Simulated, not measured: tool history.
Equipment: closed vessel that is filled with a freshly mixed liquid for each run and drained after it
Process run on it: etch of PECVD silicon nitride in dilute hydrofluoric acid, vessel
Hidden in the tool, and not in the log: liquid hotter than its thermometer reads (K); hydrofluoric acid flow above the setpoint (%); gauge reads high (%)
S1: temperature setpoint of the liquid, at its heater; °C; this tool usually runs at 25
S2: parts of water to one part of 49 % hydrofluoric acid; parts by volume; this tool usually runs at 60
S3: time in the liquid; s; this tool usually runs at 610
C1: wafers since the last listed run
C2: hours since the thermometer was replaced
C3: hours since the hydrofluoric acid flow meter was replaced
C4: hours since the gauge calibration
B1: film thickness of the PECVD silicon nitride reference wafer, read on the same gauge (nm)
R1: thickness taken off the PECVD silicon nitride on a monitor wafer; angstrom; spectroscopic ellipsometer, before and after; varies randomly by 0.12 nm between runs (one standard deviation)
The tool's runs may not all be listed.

run,hour,S1,S2,S3,C1,C2,C3,C4,B1,R1
1,0,25,70,610,0,298.1,833.9,1255.7,119.98,236.5
# hour 37.3: gauge calibrated
2,83,25,70,610,6158,381.1,916.9,45.7,120.01,237.3
3,152.1,25,60,610,5127,450.2,986,114.8,119.98,279.8
4,219.3,25,60,610,4986,517.4,1053.2,182,119.99,280.1
5,315.4,25,60,610,7130,613.5,1149.3,278.1,120,280.1
6,407.6,25,60,785,6841,705.7,1241.5,370.3,119.99,364.7
7,487.6,25,60,610,5936,785.7,1321.5,450.3,119.99,282.6
8,586.9,25,60,610,7368,885,1420.8,549.6,120.02,285.5
9,642.7,25,60,610,4140,940.8,1476.6,605.4,120,285.5
10,744.2,25,60,610,7531,1042.3,1578.1,706.9,119.97,285.9
11,796.8,25,60,610,3903,1094.9,1630.7,759.5,119.99,285.6
# hour 845: hydrofluoric acid flow meter replaced
12,864.7,25,60,610,4964,1162.8,19.7,827.4,119.99,285
# hour 901.1: thermometer replaced
13,924.9,23.5,80,715,4392,23.8,79.9,887.6,120.02,219.1
14,977.8,25,35,940,3925,76.7,132.8,940.5,120.03,716.3
15,1060.3,27,60,905,6121,159.2,215.3,1023,120,466.8
16,1108.6,25,60,610,3584,207.5,263.6,1071.3,120.02,274.7
# hour 1115.6: gauge calibrated
17,1153.9,25,60,390,3361,252.8,308.9,38.3,119.99,177.4
18,1226.7,25,45,740,5401,325.6,381.7,111.1,120.01,445
19,1328.4,25,60,355,7546,427.3,483.4,212.8,120.01,162.9
20,1364.5,29,75,610,2678,463.4,519.5,248.9,119.99,289.7
21,1422.8,29.5,70,805,4326,521.7,577.8,307.2,119.99,422.6
22,1501.4,25,60,610,5832,600.3,656.4,385.8,120,281.3

Branching from run 22: 3 alternative next runs. What would each branch give?
A,1502.2,25,60,510,59,601.1,657.2,386.6,?,?
B,1502.2,22,40,910,59,601.1,657.2,386.6,?,?
C,1502.2,20,60,905,59,601.1,657.2,386.6,?,?

run,B1,R1
A,119.98,234.1
B,119.98,507.2
C,119.98,296.1
Without the tool's unlogged condition, the same runs would have read:
run,R1
A,228.3
B,494.1
C,288.5
